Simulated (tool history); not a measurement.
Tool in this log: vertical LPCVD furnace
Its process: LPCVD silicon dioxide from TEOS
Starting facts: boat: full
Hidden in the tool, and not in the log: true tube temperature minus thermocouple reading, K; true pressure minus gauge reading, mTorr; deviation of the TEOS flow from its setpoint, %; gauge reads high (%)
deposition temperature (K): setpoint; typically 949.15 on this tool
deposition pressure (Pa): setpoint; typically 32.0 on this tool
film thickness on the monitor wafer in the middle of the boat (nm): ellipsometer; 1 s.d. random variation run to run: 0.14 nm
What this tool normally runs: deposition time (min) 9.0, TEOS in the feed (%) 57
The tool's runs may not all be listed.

run,day,deposition temperature (K),deposition pressure (Pa),deposition time (min),TEOS in the feed (%),wafers since the last listed run,hours since the last temperature calibration,hours since the pressure gauge was zeroed,hours since the TEOS flow controller was replaced,hours since the gauge calibration,"read-back reference wafer on the same gauge, thickness",film thickness on the monitor wafer in the middle of the boat (nm)
1,0.000,949.15,32.0,9.0,57,0,3623.0,1187.1,5541.1,452.1,27.90,30.28
2,2.850,949.15,32.0,9.0,57,1403,3691.4,1255.5,5609.5,520.5,27.93,30.45
3,5.992,949.15,37.3,6.5,57,1546,3766.8,1330.9,5684.9,595.9,27.93,23.66
4,8.121,949.15,37.3,6.5,57,1048,3817.9,1382.0,5736.0,647.0,27.89,23.72
5,9.792,958.15,32.0,9.0,57,822,3858.0,1422.1,5776.1,687.1,27.91,37.78
6,12.608,944.15,32.0,9.0,57,1386,3925.6,1489.7,5843.7,754.7,27.94,26.73
7,15.979,944.15,32.0,9.0,57,1659,4006.5,1570.6,5924.6,835.6,27.89,26.84
8,18.017,949.15,32.0,9.0,54,1003,4055.4,1619.5,5973.5,884.5,27.94,29.66
9,20.808,949.15,32.0,9.0,54,1374,4122.4,1686.5,6040.5,951.5,27.94,29.46
10,23.858,949.15,32.0,9.0,54,1501,4195.6,1759.7,6113.7,1024.7,27.88,29.54
11,25.917,949.15,32.0,9.0,57,1013,4245.0,1809.1,6163.1,1074.1,27.93,30.12
# day 27.604: TEOS flow controller replaced
12,35.996,960.15,38.0,9.0,57,4469,4486.9,2051.0,201.4,1316.0,27.92,43.41
13,39.329,949.15,32.0,7.0,57,1640,4566.9,2131.0,281.4,1396.0,27.91,23.41
# day 39.508: gauge calibrated
14,40.975,944.15,39.3,10.5,60,810,4606.4,2170.5,320.9,35.2,27.86,35.56
15,44.483,943.15,25.3,12.5,57,1727,4690.6,2254.7,405.1,119.4,27.90,31.78
# day 47.217: pressure gauge zeroed
# day 47.404: thermocouples replaced and temperature profile calibrated
16,47.425,949.15,32.0,7.5,67,865,0.5,5.0,475.7,190.0,27.88,28.26
17,50.088,949.15,32.0,8.0,52,1310,64.4,68.9,539.6,253.9,27.89,26.08
18,52.179,953.15,29.3,9.0,57,1029,114.6,119.1,589.8,304.1,27.85,32.59
19,53.742,943.15,38.0,8.0,68,769,152.1,156.6,627.3,341.6,27.92,28.24
20,57.742,941.15,35.3,7.5,64,1969,248.1,252.6,723.3,437.6,27.89,23.52
21,60.433,949.15,37.3,6.5,57,1325,312.7,317.2,787.9,502.2,27.89,24.03
22,64.933,949.15,32.0,9.0,57,2215,420.7,425.2,895.9,610.2,27.91,30.89

How would selected steps in film thickness on the monitor wafer in the middle of the boat (nm) from run to run divide? Give the signed amount a tool lacking its hidden state would still show from settings, what came in and random variation, and the signed amount left for the hidden state, including any gauge scatter that is not in both of the compared results.
Run 4 -> 5: deposition temperature (K) 949.15 -> 958.15, deposition pressure (Pa) 37.3 -> 32.0, deposition time (min) 6.5 -> 9.0. film thickness on the monitor wafer in the middle of the boat (nm) +14.06: hidden state -0.44, all else +14.50.
Run 12 -> 13: deposition temperature (K) 960.15 -> 949.15, deposition pressure (Pa) 38.0 -> 32.0, deposition time (min) 9.0 -> 7.0. film thickness on the monitor wafer in the middle of the boat (nm) -20.00: hidden state +0.36, all else -20.36.
Run 15 -> 16: deposition temperature (K) 943.15 -> 949.15, deposition pressure (Pa) 25.3 -> 32.0, deposition time (min) 12.5 -> 7.5, TEOS in the feed (%) 57 -> 67, pressure gauge zeroed, thermocouples replaced and temperature profile calibrated. film thickness on the monitor wafer in the middle of the boat (nm) -3.52: hidden state +1.06, all else -4.58.
